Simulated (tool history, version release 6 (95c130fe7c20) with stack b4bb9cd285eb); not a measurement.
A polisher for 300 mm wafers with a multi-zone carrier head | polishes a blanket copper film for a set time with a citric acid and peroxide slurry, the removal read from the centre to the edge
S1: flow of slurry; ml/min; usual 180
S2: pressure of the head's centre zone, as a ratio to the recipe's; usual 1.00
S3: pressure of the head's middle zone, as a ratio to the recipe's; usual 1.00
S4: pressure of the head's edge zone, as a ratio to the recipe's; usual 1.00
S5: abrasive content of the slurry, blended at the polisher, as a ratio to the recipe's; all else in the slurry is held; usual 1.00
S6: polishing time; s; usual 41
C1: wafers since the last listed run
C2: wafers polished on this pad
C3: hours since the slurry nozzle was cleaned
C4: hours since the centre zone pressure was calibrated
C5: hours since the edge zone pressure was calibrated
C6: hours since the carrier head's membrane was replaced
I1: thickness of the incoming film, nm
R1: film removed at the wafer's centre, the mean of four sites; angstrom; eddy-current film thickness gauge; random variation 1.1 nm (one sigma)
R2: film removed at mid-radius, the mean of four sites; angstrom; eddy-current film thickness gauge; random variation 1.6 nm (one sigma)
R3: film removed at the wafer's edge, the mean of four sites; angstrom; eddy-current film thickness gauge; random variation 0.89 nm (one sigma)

Run 1, hour 0.0: usual settings; C1 0; C2 1672; C3 421.2; C4 800.9; C5 355.1; C6 663.8; I1 652.3. Result: R1 1357 angstrom, R2 1335 angstrom, R3 1310 angstrom.
At hour 7.7: worn pad replaced by a new one.
Run 2, hour 15.3: usual settings but S5 0.80; C1 162; C2 109; C3 436.5; C4 816.2; C5 370.4; C6 679.1; I1 650.2. Result: R1 1274 angstrom, R2 1257 angstrom, R3 1241 angstrom.
Run 3, hour 32.1: usual settings but S5 0.80; C1 242; C2 351; C3 453.3; C4 833.0; C5 387.2; C6 695.9; I1 653.3. Result: R1 1260 angstrom, R2 1250 angstrom, R3 1230 angstrom.
Run 4, hour 66.0: usual settings; C1 488; C2 840; C3 487.2; C4 866.9; C5 421.1; C6 729.8; I1 650.8. Result: R1 1340 angstrom, R2 1311 angstrom, R3 1306 angstrom.
Run 5, hour 92.7: usual settings; C1 384; C2 1225; C3 513.9; C4 893.6; C5 447.8; C6 756.5; I1 654.2. Result: R1 1338 angstrom, R2 1315 angstrom, R3 1311 angstrom.
Run 6, hour 106.1: usual settings; C1 193; C2 1418; C3 527.3; C4 907.0; C5 461.2; C6 769.9; I1 655.8. Result: R1 1345 angstrom, R2 1312 angstrom, R3 1327 angstrom.
At hour 120.8: worn pad replaced by a new one.
Run 7, hour 132.9: usual settings; C1 328; C2 174; C3 554.1; C4 933.8; C5 488.0; C6 796.7; I1 652.1. Result: R1 1341 angstrom, R2 1305 angstrom, R3 1323 angstrom.
Run 8, hour 165.5: usual settings; C1 469; C2 644; C3 586.7; C4 966.4; C5 520.6; C6 829.3; I1 640.1. Result: R1 1316 angstrom, R2 1354 angstrom, R3 1323 angstrom.
Run 9, hour 178.4: usual settings; C1 185; C2 830; C3 599.6; C4 979.3; C5 533.5; C6 842.2; I1 654.9. Result: R1 1340 angstrom, R2 1335 angstrom, R3 1330 angstrom.
Run 10, hour 211.1: usual settings but S3 1.07; C1 471; C2 1301; C3 632.3; C4 1012.0; C5 566.2; C6 874.9; I1 649.8. Result: R1 1357 angstrom, R2 1385 angstrom, R3 1316 angstrom.
At hour 234.1: worn pad replaced by a new one.
Run 11, hour 251.1: usual settings but S1 115 ml/min, S2 0.93, S5 1.15, S6 48 s; C1 518; C2 244; C3 672.3; C4 1052.0; C5 606.2; C6 914.9; I1 661.9. Result: R1 1344 angstrom, R2 1428 angstrom, R3 1479 angstrom.
Run 12, hour 273.9: usual settings; C1 328; C2 573; C3 695.1; C4 1074.8; C5 629.0; C6 937.7; I1 634.9. Result: R1 1343 angstrom, R2 1333 angstrom, R3 1322 angstrom.
At hour 282.0: slurry nozzle cleaned.
Run 13, hour 289.1: usual settings but S2 1.07, S5 1.10; C1 204; C2 777; C3 7.1; C4 1090.0; C5 644.2; C6 952.9; I1 648.0. Result: R1 1472 angstrom, R2 1358 angstrom, R3 1342 angstrom.
At hour 295.7: edge zone pressure recalibrated.
Run 14, hour 314.3: usual settings but S2 1.08, S6 28 s; C1 334; C2 1112; C3 32.3; C4 1115.2; C5 18.6; C6 978.1; I1 649.9. Result: R1 994 angstrom, R2 912 angstrom, R3 890 angstrom.
At hour 340.0: carrier head's membrane replaced by a new one.
At hour 345.5: worn pad replaced by a new one.
At hour 407.7: centre zone pressure recalibrated.
Run 15, hour 416.7: usual settings but S1 120 ml/min, S2 1.11, S3 0.92, S4 1.09; C1 1317; C2 996; C3 134.7; C4 9.0; C5 121.0; C6 76.7; I1 654.1. Result: R1 1330 angstrom, R2 1179 angstrom, R3 1273 angstrom.
Run 16, hour 432.9: usual settings but S1 125 ml/min, S4 1.10; C1 233; C2 1230; C3 150.9; C4 25.2; C5 137.2; C6 92.9; I1 653.1. Result: R1 1217 angstrom, R2 1214 angstrom, R3 1285 angstrom.
Run 17, hour 446.0: usual settings but S1 205 ml/min, S2 1.10, S5 1.15; C1 188; C2 1419; C3 164.0; C4 38.3; C5 150.3; C6 106.0; I1 642.5. Result: R1 1554 angstrom, R2 1382 angstrom, R3 1394 angstrom.
At hour 460.9: worn pad replaced by a new one.
Run 18, hour 475.7: usual settings; C1 370; C2 213; C3 193.7; C4 68.0; C5 180.0; C6 135.7; I1 653.7. Result: R1 1348 angstrom, R2 1349 angstrom, R3 1307 angstrom.
Run 19, hour 509.4: usual settings but S1 120 ml/min, S2 1.11, S3 0.92, S4 1.09; C1 485; C2 699; C3 227.4; C4 101.7; C5 213.7; C6 169.4; I1 659.4. Result: R1 1338 angstrom, R2 1143 angstrom, R3 1261 angstrom.
Run 20, hour 529.0: usual settings but S4 1.03, S5 0.80; C1 282; C2 981; C3 247.0; C4 121.3; C5 233.3; C6 189.0; I1 652.6. Result: R1 1287 angstrom, R2 1271 angstrom, R3 1259 angstrom.
Run 21, hour 550.9: usual settings but S2 1.06, S5 0.70; C1 315; C2 1297; C3 268.9; C4 143.2; C5 255.2; C6 210.9; I1 646.2. Result: R1 1309 angstrom, R2 1208 angstrom, R3 1196 angstrom.

Forecast each of these 4 alternatives for the next run:
Run A, hour 551.3: usual settings; C1 5; C2 1303; C3 269.3; C4 143.6; C5 255.6; C6 211.3; I1 640.4. Result: R1 ?, R2 ?, R3 ?.
Run B, hour 551.3: usual settings but S1 235 ml/min; C1 5; C2 1303; C3 269.3; C4 143.6; C5 255.6; C6 211.3; I1 640.4. Result: R1 ?, R2 ?, R3 ?.
Run C, hour 551.3: usual settings but S1 150 ml/min, S2 0.91; C1 5; C2 1303; C3 269.3; C4 143.6; C5 255.6; C6 211.3; I1 640.4. Result: R1 ?, R2 ?, R3 ?.
Run D, hour 551.3: usual settings but S1 160 ml/min, S4 0.94; C1 5; C2 1303; C3 269.3; C4 143.6; C5 255.6; C6 211.3; I1 640.4. Result: R1 ?, R2 ?, R3 ?.

run    R1    R2    R3
  A  1349  1316  1310
  B  1411  1370  1349
  C  1186  1271  1276
  D  1316  1288  1262
Without the tool's hidden state the same runs would have given:
run    R1    R2    R3
  A  1349  1316  1310
  B  1411  1370  1349
  C  1186  1271  1276
  D  1316  1288  1262

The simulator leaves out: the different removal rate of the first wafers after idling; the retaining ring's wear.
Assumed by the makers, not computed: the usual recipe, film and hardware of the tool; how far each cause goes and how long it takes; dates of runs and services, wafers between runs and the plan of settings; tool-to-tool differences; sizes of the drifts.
